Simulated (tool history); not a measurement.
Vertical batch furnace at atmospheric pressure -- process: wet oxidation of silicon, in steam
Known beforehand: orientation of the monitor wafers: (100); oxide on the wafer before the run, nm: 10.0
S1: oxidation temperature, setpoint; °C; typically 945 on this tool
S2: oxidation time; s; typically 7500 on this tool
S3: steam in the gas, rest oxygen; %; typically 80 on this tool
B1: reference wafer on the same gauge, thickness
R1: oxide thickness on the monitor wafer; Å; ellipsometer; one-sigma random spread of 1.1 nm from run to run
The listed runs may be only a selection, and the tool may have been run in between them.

| run | hour | S1 | S2 | S3 | B1 | R1 |
|---|---|---|---|---|---|---|
| 1 | 0.0 | 945 | 7500 | 80 | 403.02 | 3906.5 |
| 2 | 56.4 | 945 | 8700 | 80 | 402.68 | 4391.6 |
| 3 | 125.9 | 945 | 7500 | 80 | 403.53 | 3918.9 |
| 4 | 181.1 | 956 | 7500 | 80 | 402.95 | 4287.7 |
| 5 | 209.3 | 945 | 7500 | 80 | 402.64 | 3892.0 |
| 6 | 262.3 | 945 | 7500 | 76 | 403.21 | 3761.9 |
| 7 | 324.5 | 945 | 7500 | 76 | 403.05 | 3751.1 |
| 8 | 366.7 | 945 | 7500 | 80 | 402.97 | 3918.0 |
| 9 | 395.1 | 945 | 7500 | 80 | 402.59 | 3887.1 |
| 10 | 506.9 | 945 | 7500 | 80 | 402.81 | 3878.2 |
| 11 | 557.2 | 945 | 7500 | 80 | 403.08 | 3867.2 |
| 12 | 616.6 | 945 | 7500 | 80 | 402.87 | 3888.2 |
| 13 | 662.7 | 945 | 7500 | 80 | 402.59 | 3876.6 |
| 14 | 722.4 | 945 | 7500 | 85 | 403.42 | 4052.0 |
| 15 | 761.2 | 945 | 7500 | 85 | 402.71 | 4053.0 |
| 16 | 786.9 | 936 | 7500 | 80 | 402.97 | 3558.6 |
| 17 | 828.3 | 945 | 7500 | 80 | 402.98 | 3849.0 |
| 18 | 864.2 | 945 | 6450 | 80 | 403.14 | 3451.4 |
|  | 894.0 | gauge calibrated |
| 19 | 915.9 | 945 | 4380 | 71 | 402.92 | 2326.0 |
| 20 | 987.0 | 954 | 10650 | 69 | 402.56 | 4801.4 |
|  | 1035.6 | steam generator serviced |
| 21 | 1036.1 | 929 | 10410 | 83 | 403.40 | 4655.9 |
| 22 | 1044.2 | 967 | 6030 | 85 | 402.51 | 4368.8 |
|  | 1073.7 | thermocouples replaced and temperature profile calibrated |
| 23 | 1090.2 | 945 | 7500 | 80 | 403.20 | 4056.4 |
| 24 | 1149.7 | 922 | 7500 | 80 | 403.02 | 3317.1 |
| 25 | 1191.7 | 965 | 10950 | 86 | 403.00 | 6505.6 |
| 26 | 1230.6 | 924 | 7500 | 84 | 402.78 | 3505.5 |
| 27 | 1263.0 | 945 | 9450 | 84 | 403.26 | 4973.0 |
| 28 | 1296.1 | 921 | 5760 | 74 | 402.83 | 2494.1 |
| 29 | 1357.7 | 945 | 8640 | 80 | 402.66 | 4504.8 |
| 30 | 1409.1 | 952 | 8490 | 80 | 403.00 | 4707.1 |
| 31 | 1466.0 | 945 | 7500 | 80 | 403.17 | 4052.7 |
| 32 | 1507.9 | 930 | 4290 | 80 | 403.15 | 2279.6 |
| 33 | 1538.5 | 931 | 4140 | 90 | 402.68 | 2472.9 |
| 34 | 1597.3 | 945 | 7500 | 80 | 402.78 | 4042.0 |
| 35 | 1662.3 | 945 | 7500 | 80 | 403.18 | 4033.0 |
| 36 | 1730.5 | 945 | 7500 | 84 | 402.94 | 4174.7 |
| 37 | 1786.2 | 963 | 7500 | 76 | 403.08 | 4504.1 |
| 38 | 1848.7 | 945 | 7500 | 80 | 403.16 | 4017.0 |
| 39 | 1903.5 | 938 | 9390 | 80 | 403.06 | 4459.3 |

Each row is a separate what-if for the run after 39, all from the same tool condition, not one after another. Results?
| A | 1910.3 | 945 | 7500 | 80 | ? | ? |
| B | 1910.3 | 963 | 5430 | 73 | ? | ? |
| C | 1910.3 | 945 | 4290 | 80 | ? | ? |

| run | B1 | R1 |
|---|---|---|
| A | 403.35 | 4002.9 |
| B | 403.35 | 3450.0 |
| C | 403.35 | 2619.9 |
With no hidden state in the tool, these same runs would have given:
| run | R1 |
|---|---|
| A | 4085.2 |
| B | 3520.7 |
| C | 2676.8 |
